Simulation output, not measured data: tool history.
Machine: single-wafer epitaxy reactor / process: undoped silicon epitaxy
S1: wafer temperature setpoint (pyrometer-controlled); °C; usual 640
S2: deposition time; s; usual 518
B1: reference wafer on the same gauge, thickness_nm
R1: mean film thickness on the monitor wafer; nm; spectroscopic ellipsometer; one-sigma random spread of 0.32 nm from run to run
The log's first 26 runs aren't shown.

{"day": 18.0, "done": "gauge calibrated"}
{"run": 27, "day": 18.838, "S1": 652, "S2": 466, "B1": 56.647, "R1": 80.474}
{"run": 28, "day": 19.133, "S1": 627, "S2": 427, "B1": 56.585, "R1": 43.998}
{"run": 29, "day": 19.454, "S1": 655, "S2": 598, "B1": 56.639, "R1": 110.318}
{"run": 30, "day": 19.846, "S1": 625, "S2": 456, "B1": 56.572, "R1": 45.043}
{"run": 31, "day": 20.446, "S1": 629, "S2": 518, "B1": 56.589, "R1": 55.694}
{"run": 32, "day": 21.079, "S1": 655, "S2": 558, "B1": 56.579, "R1": 102.146}
{"run": 33, "day": 21.371, "S1": 655, "S2": 618, "B1": 56.593, "R1": 113.787}
{"run": 34, "day": 21.771, "S1": 640, "S2": 518, "B1": 56.586, "R1": 70.837}
{"run": 35, "day": 22.142, "S1": 640, "S2": 419, "B1": 56.606, "R1": 56.392}
{"run": 36, "day": 22.588, "S1": 653, "S2": 552, "B1": 56.631, "R1": 97.842}
{"run": 37, "day": 22.954, "S1": 631, "S2": 604, "B1": 56.606, "R1": 67.426}
{"run": 38, "day": 23.333, "S1": 635, "S2": 489, "B1": 56.643, "R1": 59.42}
{"run": 39, "day": 23.633, "S1": 644, "S2": 616, "B1": 56.558, "R1": 91.086}
{"run": 40, "day": 23.929, "S1": 645, "S2": 518, "B1": 56.586, "R1": 77.476}
{"run": 41, "day": 24.408, "S1": 640, "S2": 518, "B1": 56.594, "R1": 69.855}
{"run": 42, "day": 25.121, "S1": 626, "S2": 456, "B1": 56.585, "R1": 45.99}
{"run": 43, "day": 25.442, "S1": 650, "S2": 484, "B1": 56.624, "R1": 79.984}
{"run": 44, "day": 25.946, "S1": 645, "S2": 620, "B1": 56.6, "R1": 93.337}
{"run": 45, "day": 26.696, "S1": 650, "S2": 435, "B1": 56.568, "R1": 71.552}
{"run": 46, "day": 27.042, "S1": 650, "S2": 485, "B1": 56.596, "R1": 80.483}
{"run": 47, "day": 27.546, "S1": 646, "S2": 454, "B1": 56.582, "R1": 69.198}

What if the next run were any one of these 3? Each begins from the tool's condition after run 47:
{"run": "A", "day": 27.567, "S1": 640, "S2": 518, "B1": "?", "R1": "?"}
{"run": "B", "day": 27.567, "S1": 634, "S2": 598, "B1": "?", "R1": "?"}
{"run": "C", "day": 27.567, "S1": 647, "S2": 454, "B1": "?", "R1": "?"}

run=A B1=56.594 R1=70.685
run=B B1=56.594 R1=72.077
run=C B1=56.594 R1=71.47
Had the tool no hidden state, the same runs would have come out as:
run=A R1=70.685
run=B R1=72.077
run=C R1=71.47
